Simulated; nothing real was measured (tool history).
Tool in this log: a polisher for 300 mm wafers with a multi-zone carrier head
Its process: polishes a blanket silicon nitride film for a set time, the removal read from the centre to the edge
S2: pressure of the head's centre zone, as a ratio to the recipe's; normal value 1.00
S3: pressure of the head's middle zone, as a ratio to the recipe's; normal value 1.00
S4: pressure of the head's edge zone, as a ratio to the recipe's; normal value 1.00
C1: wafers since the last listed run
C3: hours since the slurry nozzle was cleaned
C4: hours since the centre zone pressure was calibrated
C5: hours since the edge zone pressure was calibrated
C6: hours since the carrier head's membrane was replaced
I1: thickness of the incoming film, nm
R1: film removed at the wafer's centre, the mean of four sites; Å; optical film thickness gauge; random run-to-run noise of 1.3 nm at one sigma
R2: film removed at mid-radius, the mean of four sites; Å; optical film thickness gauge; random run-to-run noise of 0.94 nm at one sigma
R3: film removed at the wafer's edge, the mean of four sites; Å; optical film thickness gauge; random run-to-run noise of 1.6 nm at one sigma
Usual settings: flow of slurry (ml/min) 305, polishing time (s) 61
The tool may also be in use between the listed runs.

{"run": 1, "hour": 0.0, "flow of slurry (ml/min)": 305, "S2": 1.07, "S3": 1.0, "S4": 0.89, "polishing time (s)": 61, "C1": 0, "wafers polished on this pad": 316, "C3": 443.6, "C4": 857.9, "C5": 589.9, "C6": 1964.7, "I1": 744.6, "R1": 1579, "R2": 1461, "R3": 1429}
{"run": 2, "hour": 17.3, "flow of slurry (ml/min)": 305, "S2": 1.0, "S3": 0.93, "S4": 1.11, "polishing time (s)": 61, "C1": 216, "wafers polished on this pad": 533, "C3": 460.9, "C4": 875.2, "C5": 607.2, "C6": 1982.0, "I1": 776.1, "R1": 1478, "R2": 1374, "R3": 1558}
{"hour": 33.5, "done": "carrier head's membrane replaced by a new one"}
{"run": 3, "hour": 34.0, "flow of slurry (ml/min)": 305, "S2": 1.0, "S3": 0.88, "S4": 1.0, "polishing time (s)": 61, "C1": 146, "wafers polished on this pad": 680, "C3": 477.6, "C4": 891.9, "C5": 623.9, "C6": 0.5, "I1": 770.2, "R1": 1484, "R2": 1303, "R3": 1517}
{"run": 4, "hour": 42.4, "flow of slurry (ml/min)": 305, "S2": 1.0, "S3": 1.0, "S4": 1.0, "polishing time (s)": 61, "C1": 105, "wafers polished on this pad": 785, "C3": 486.0, "C4": 900.3, "C5": 632.3, "C6": 8.9, "I1": 765.2, "R1": 1463, "R2": 1469, "R3": 1494}
{"hour": 53.9, "done": "slurry nozzle cleaned"}
{"run": 5, "hour": 55.5, "flow of slurry (ml/min)": 375, "S2": 0.96, "S3": 1.09, "S4": 1.0, "polishing time (s)": 40, "C1": 151, "wafers polished on this pad": 937, "C3": 1.6, "C4": 913.4, "C5": 645.4, "C6": 22.0, "I1": 753.2, "R1": 1026, "R2": 1104, "R3": 1016}
{"hour": 76.1, "done": "worn pad replaced by a new one"}
{"run": 6, "hour": 76.6, "flow of slurry (ml/min)": 305, "S2": 1.0, "S3": 1.0, "S4": 1.0, "polishing time (s)": 61, "C1": 214, "wafers polished on this pad": 6, "C3": 22.7, "C4": 934.5, "C5": 666.5, "C6": 43.1, "I1": 753.5, "R1": 1532, "R2": 1529, "R3": 1559}
{"hour": 81.1, "done": "edge zone pressure recalibrated"}
{"run": 7, "hour": 84.4, "flow of slurry (ml/min)": 410, "S2": 1.0, "S3": 0.96, "S4": 1.11, "polishing time (s)": 47, "C1": 72, "wafers polished on this pad": 79, "C3": 30.5, "C4": 942.3, "C5": 3.3, "C6": 50.9, "I1": 758.2, "R1": 1235, "R2": 1157, "R3": 1271}
{"run": 8, "hour": 95.5, "flow of slurry (ml/min)": 305, "S2": 1.0, "S3": 1.0, "S4": 1.0, "polishing time (s)": 61, "C1": 139, "wafers polished on this pad": 218, "C3": 41.6, "C4": 953.4, "C5": 14.4, "C6": 62.0, "I1": 761.0, "R1": 1562, "R2": 1535, "R3": 1542}
{"hour": 106.6, "done": "centre zone pressure recalibrated"}
{"run": 9, "hour": 107.1, "flow of slurry (ml/min)": 225, "S2": 0.94, "S3": 1.07, "S4": 1.0, "polishing time (s)": 61, "C1": 120, "wafers polished on this pad": 338, "C3": 53.2, "C4": 0.5, "C5": 26.0, "C6": 73.6, "I1": 760.5, "R1": 1388, "R2": 1546, "R3": 1485}
{"run": 10, "hour": 116.1, "flow of slurry (ml/min)": 405, "S2": 1.0, "S3": 1.0, "S4": 0.94, "polishing time (s)": 61, "C1": 112, "wafers polished on this pad": 451, "C3": 62.2, "C4": 9.5, "C5": 35.0, "C6": 82.6, "I1": 757.8, "R1": 1594, "R2": 1545, "R3": 1532}
{"run": 11, "hour": 133.0, "flow of slurry (ml/min)": 305, "S2": 1.0, "S3": 0.96, "S4": 1.0, "polishing time (s)": 61, "C1": 211, "wafers polished on this pad": 662, "C3": 79.1, "C4": 26.4, "C5": 51.9, "C6": 99.5, "I1": 753.8, "R1": 1554, "R2": 1456, "R3": 1539}
{"run": 12, "hour": 149.1, "flow of slurry (ml/min)": 305, "S2": 1.0, "S3": 1.0, "S4": 1.0, "polishing time (s)": 61, "C1": 201, "wafers polished on this pad": 864, "C3": 95.2, "C4": 42.5, "C5": 68.0, "C6": 115.6, "I1": 762.3, "R1": 1531, "R2": 1501, "R3": 1564}
{"run": 13, "hour": 164.1, "flow of slurry (ml/min)": 305, "S2": 1.0, "S3": 0.96, "S4": 1.0, "polishing time (s)": 61, "C1": 187, "wafers polished on this pad": 1052, "C3": 110.2, "C4": 57.5, "C5": 83.0, "C6": 130.6, "I1": 767.1, "R1": 1540, "R2": 1458, "R3": 1542}
{"hour": 179.9, "done": "worn pad replaced by a new one"}
{"run": 14, "hour": 181.7, "flow of slurry (ml/min)": 305, "S2": 1.0, "S3": 0.92, "S4": 1.11, "polishing time (s)": 61, "C1": 170, "wafers polished on this pad": 22, "C3": 127.8, "C4": 75.1, "C5": 100.6, "C6": 148.2, "I1": 763.8, "R1": 1532, "R2": 1400, "R3": 1637}
{"run": 15, "hour": 188.5, "flow of slurry (ml/min)": 265, "S2": 0.88, "S3": 1.0, "S4": 1.1, "polishing time (s)": 82, "C1": 85, "wafers polished on this pad": 107, "C3": 134.6, "C4": 81.9, "C5": 107.4, "C6": 155.0, "I1": 765.0, "R1": 1750, "R2": 2009, "R3": 2148}
{"run": 16, "hour": 203.8, "flow of slurry (ml/min)": 305, "S2": 1.0, "S3": 1.0, "S4": 1.03, "polishing time (s)": 61, "C1": 191, "wafers polished on this pad": 299, "C3": 149.9, "C4": 97.2, "C5": 122.7, "C6": 170.3, "I1": 765.9, "R1": 1517, "R2": 1486, "R3": 1583}
{"run": 17, "hour": 211.2, "flow of slurry (ml/min)": 405, "S2": 1.0, "S3": 1.0, "S4": 1.0, "polishing time (s)": 61, "C1": 92, "wafers polished on this pad": 391, "C3": 157.3, "C4": 104.6, "C5": 130.1, "C6": 177.7, "I1": 753.0, "R1": 1602, "R2": 1549, "R3": 1583}
{"run": 18, "hour": 220.4, "flow of slurry (ml/min)": 305, "S2": 1.0, "S3": 1.08, "S4": 1.0, "polishing time (s)": 61, "C1": 115, "wafers polished on this pad": 507, "C3": 166.5, "C4": 113.8, "C5": 139.3, "C6": 186.9, "I1": 757.4, "R1": 1537, "R2": 1607, "R3": 1510}
{"run": 19, "hour": 228.8, "flow of slurry (ml/min)": 305, "S2": 1.0, "S3": 1.0, "S4": 0.92, "polishing time (s)": 61, "C1": 105, "wafers polished on this pad": 612, "C3": 174.9, "C4": 122.2, "C5": 147.7, "C6": 195.3, "I1": 764.2, "R1": 1540, "R2": 1509, "R3": 1463}
{"run": 20, "hour": 272.2, "flow of slurry (ml/min)": 305, "S2": 0.95, "S3": 1.07, "S4": 0.94, "polishing time (s)": 45, "C1": 543, "wafers polished on this pad": 1156, "C3": 218.3, "C4": 165.6, "C5": 191.1, "C6": 238.7, "I1": 771.4, "R1": 1083, "R2": 1162, "R3": 1077}
{"hour": 278.9, "done": "worn pad replaced by a new one"}
{"run": 21, "hour": 286.0, "flow of slurry (ml/min)": 305, "S2": 1.0, "S3": 1.0, "S4": 1.0, "polishing time (s)": 61, "C1": 122, "wafers polished on this pad": 89, "C3": 232.1, "C4": 179.4, "C5": 204.9, "C6": 252.5, "I1": 777.6, "R1": 1497, "R2": 1482, "R3": 1525}
{"run": 22, "hour": 295.7, "flow of slurry (ml/min)": 305, "S2": 1.07, "S3": 1.0, "S4": 1.06, "polishing time (s)": 61, "C1": 121, "wafers polished on this pad": 210, "C3": 241.8, "C4": 189.1, "C5": 214.6, "C6": 262.2, "I1": 756.5, "R1": 1627, "R2": 1496, "R3": 1567}

What differs in the tool's unlogged condition from the final listed run ahead of each entry between runs to the first listed run following it?
In the gap between runs 2 and 3: carrier head's membrane replaced by a new one (hour 33.5)
  slurry flow missing at the pad, %: 32.2 -> 33.3
  measured minus no-state result, R1: -88 -> -93 Å; R2: -73 -> -73 Å; R3: -61 -> -64 Å
In the gap between runs 4 and 5: slurry nozzle cleaned (hour 53.9)
  slurry flow missing at the pad, %: 33.9 -> 8.23
  measured minus no-state result, R1: -95 -> -9 Å; R2: -84 -> -9 Å; R3: -64 -> -6 Å
In the gap between runs 5 and 6: worn pad replaced by a new one (hour 76.1)
  slurry flow missing at the pad, %: 8.23 -> 9.66
  measured minus no-state result, R1: -9 -> -20 Å; R2: -9 -> -18 Å; R3: -6 -> -14 Å
In the gap between runs 6 and 7: edge zone pressure recalibrated (hour 81.1)
  slurry flow missing at the pad, %: 9.66 -> 10.2
  measured minus no-state result, R1: -20 -> -12 Å; R2: -18 -> -11 Å; R3: -14 -> -8 Å
In the gap between runs 8 and 9: centre zone pressure recalibrated (hour 106.6)
  slurry flow missing at the pad, %: 10.9 -> 11.7
  measured minus no-state result, R1: -23 -> -31 Å; R2: -20 -> -31 Å; R3: -15 -> -22 Å
In the gap between runs 13 and 14: worn pad replaced by a new one (hour 179.9)
  slurry flow missing at the pad, %: 15.6 -> 16.8
  measured minus no-state result, R1: -34 -> -37 Å; R2: -29 -> -30 Å; R3: -23 -> -27 Å
In the gap between runs 20 and 21: worn pad replaced by a new one (hour 278.9)
  slurry flow missing at the pad, %: 22.9 -> 23.8
  measured minus no-state result, R1: -40 -> -57 Å; R2: -38 -> -50 Å; R3: -26 -> -39 Å

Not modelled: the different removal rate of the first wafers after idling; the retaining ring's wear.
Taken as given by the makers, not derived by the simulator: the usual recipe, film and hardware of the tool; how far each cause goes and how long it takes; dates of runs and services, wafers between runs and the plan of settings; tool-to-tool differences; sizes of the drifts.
